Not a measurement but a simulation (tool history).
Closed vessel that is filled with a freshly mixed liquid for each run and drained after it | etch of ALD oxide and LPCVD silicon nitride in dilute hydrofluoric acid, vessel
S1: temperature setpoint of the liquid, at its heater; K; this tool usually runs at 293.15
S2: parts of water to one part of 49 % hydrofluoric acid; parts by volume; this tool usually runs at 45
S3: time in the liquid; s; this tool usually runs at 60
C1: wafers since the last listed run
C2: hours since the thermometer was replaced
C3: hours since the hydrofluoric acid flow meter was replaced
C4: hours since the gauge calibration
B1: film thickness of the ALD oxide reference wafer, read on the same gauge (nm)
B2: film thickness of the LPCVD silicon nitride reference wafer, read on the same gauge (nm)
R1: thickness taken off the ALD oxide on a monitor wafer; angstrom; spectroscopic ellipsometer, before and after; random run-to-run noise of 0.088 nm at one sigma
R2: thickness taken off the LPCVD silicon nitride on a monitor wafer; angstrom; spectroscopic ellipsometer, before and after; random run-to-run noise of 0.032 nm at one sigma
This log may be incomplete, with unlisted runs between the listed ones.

Run 1, hour 0.0: usual settings but S2 40 parts by volume; C1 0; C2 1355.1; C3 924.9; C4 578.4; B1 49.99; B2 29.980. Result: R1 187.9 angstrom, R2 6.67 angstrom.
Run 2, hour 22.0: usual settings but S2 40 parts by volume; C1 1810; C2 1377.1; C3 946.9; C4 600.4; B1 50.02; B2 30.011. Result: R1 185.6 angstrom, R2 7.17 angstrom.
Run 3, hour 36.4: usual settings but S2 40 parts by volume; C1 1184; C2 1391.5; C3 961.3; C4 614.8; B1 50.02; B2 30.016. Result: R1 187.5 angstrom, R2 6.50 angstrom.
Run 4, hour 54.9: usual settings; C1 1522; C2 1410.0; C3 979.8; C4 633.3; B1 49.98; B2 29.988. Result: R1 163.8 angstrom, R2 6.25 angstrom.
Run 5, hour 78.6: usual settings; C1 1950; C2 1433.7; C3 1003.5; C4 657.0; B1 50.00; B2 29.998. Result: R1 164.1 angstrom, R2 6.02 angstrom.
Run 6, hour 101.4: usual settings; C1 1876; C2 1456.5; C3 1026.3; C4 679.8; B1 49.96; B2 29.990. Result: R1 164.2 angstrom, R2 6.18 angstrom.
At hour 117.9: thermometer replaced.
Run 7, hour 129.8: usual settings; C1 2254; C2 11.9; C3 1054.7; C4 708.2; B1 50.00; B2 29.988. Result: R1 164.7 angstrom, R2 5.73 angstrom.
Run 8, hour 144.4: usual settings but S3 50 s; C1 1201; C2 26.5; C3 1069.3; C4 722.8; B1 49.98; B2 29.995. Result: R1 137.4 angstrom, R2 5.15 angstrom.
Run 9, hour 202.8: usual settings but S1 297.65 K; C1 4805; C2 84.9; C3 1127.7; C4 781.2; B1 50.03; B2 30.002. Result: R1 201.3 angstrom, R2 8.01 angstrom.
Run 10, hour 233.4: usual settings but S1 295.15 K, S3 30 s; C1 2517; C2 115.5; C3 1158.3; C4 811.8; B1 49.98; B2 30.011. Result: R1 89.7 angstrom, R2 3.65 angstrom.
Run 11, hour 246.3: usual settings but S1 296.15 K, S3 45 s; C1 1061; C2 128.4; C3 1171.2; C4 824.7; B1 49.98; B2 30.004. Result: R1 141.7 angstrom, R2 5.87 angstrom.
Run 12, hour 274.1: usual settings but S3 30 s; C1 2287; C2 156.2; C3 1199.0; C4 852.5; B1 49.97; B2 29.994. Result: R1 83.4 angstrom, R2 3.10 angstrom.
Run 13, hour 289.3: usual settings but S1 297.15 K, S2 30 parts by volume, S3 75 s; C1 1250; C2 171.4; C3 1214.2; C4 867.7; B1 49.99; B2 30.004. Result: R1 377.6 angstrom, R2 14.91 angstrom.
Run 14, hour 301.7: usual settings; C1 1020; C2 183.8; C3 1226.6; C4 880.1; B1 49.99; B2 29.996. Result: R1 165.0 angstrom, R2 6.13 angstrom.
Run 15, hour 332.4: usual settings but S3 45 s; C1 2526; C2 214.5; C3 1257.3; C4 910.8; B1 49.99; B2 30.005. Result: R1 123.6 angstrom, R2 4.60 angstrom.
Run 16, hour 364.4: usual settings but S1 290.65 K, S3 35 s; C1 2633; C2 246.5; C3 1289.3; C4 942.8; B1 50.02; B2 30.000. Result: R1 88.0 angstrom, R2 3.03 angstrom.
Run 17, hour 390.6: usual settings but S1 291.65 K, S3 30 s; C1 2155; C2 272.7; C3 1315.5; C4 969.0; B1 49.99; B2 30.011. Result: R1 79.0 angstrom, R2 2.56 angstrom.
At hour 485.1: gauge calibrated.
Run 18, hour 494.9: usual settings but S3 40 s; C1 8582; C2 377.0; C3 1419.8; C4 9.8; B1 50.03; B2 29.991. Result: R1 111.6 angstrom, R2 4.12 angstrom.
Run 19, hour 526.7: usual settings but S1 295.15 K; C1 2616; C2 408.8; C3 1451.6; C4 41.6; B1 50.00; B2 29.996. Result: R1 183.6 angstrom, R2 6.61 angstrom.
At hour 546.4: hydrofluoric acid flow meter replaced.
Run 20, hour 557.6: usual settings; C1 2460; C2 439.7; C3 11.2; C4 72.5; B1 50.02; B2 30.009. Result: R1 156.1 angstrom, R2 6.13 angstrom.
Run 21, hour 578.9: usual settings but S1 295.65 K, S2 55 parts by volume, S3 90 s; C1 1752; C2 461.0; C3 32.5; C4 93.8; B1 49.97; B2 30.002. Result: R1 211.5 angstrom, R2 8.73 angstrom.
Run 22, hour 672.3: usual settings; C1 7685; C2 554.4; C3 125.9; C4 187.2; B1 49.99; B2 30.012. Result: R1 157.3 angstrom, R2 5.66 angstrom.
Run 23, hour 691.1: usual settings; C1 1546; C2 573.2; C3 144.7; C4 206.0; B1 50.02; B2 29.997. Result: R1 157.0 angstrom, R2 5.76 angstrom.
Run 24, hour 726.2: usual settings; C1 2888; C2 608.3; C3 179.8; C4 241.1; B1 49.99; B2 29.995. Result: R1 159.9 angstrom, R2 5.92 angstrom.
Run 25, hour 757.6: usual settings but S2 55 parts by volume; C1 2583; C2 639.7; C3 211.2; C4 272.5; B1 50.02; B2 30.019. Result: R1 127.7 angstrom, R2 5.11 angstrom.
Run 26, hour 790.2: usual settings; C1 2682; C2 672.3; C3 243.8; C4 305.1; B1 49.99; B2 29.988. Result: R1 158.6 angstrom, R2 6.26 angstrom.

Table of differences, measured result less the result of that run with no hidden state. Run-to-run variation is the same in both. Gauge scatter possibly is not:
The hidden state here: liquid colder than its thermometer reads (K); hydrofluoric acid flow above the setpoint (%); gauge reads high (%).
run     R1     R2
  1  +10.0  +0.33
  2  +10.2  +0.36
  3  +10.4  +0.34
  4   +9.3  +0.33
  5   +9.6  +0.32
  6   +9.8  +0.34
  7  +10.0  +0.32
  8   +8.5  +0.29
  9  +13.0  +0.48
 10   +6.0  +0.22
 11   +9.5  +0.36
 12   +5.7  +0.20
 13  +25.6  +0.94
 14  +11.4  +0.39
 15   +8.8  +0.30
 16   +6.3  +0.20
 17   +5.8  +0.18
 18   +8.8  +0.30
 19  +14.8  +0.49
 20   +1.1  +0.03
 21   +1.7  +0.06
 22   +2.1  +0.07
 23   +2.2  +0.08
 24   +2.6  +0.09
 25   +2.3  +0.09
 26   +3.1  +0.12

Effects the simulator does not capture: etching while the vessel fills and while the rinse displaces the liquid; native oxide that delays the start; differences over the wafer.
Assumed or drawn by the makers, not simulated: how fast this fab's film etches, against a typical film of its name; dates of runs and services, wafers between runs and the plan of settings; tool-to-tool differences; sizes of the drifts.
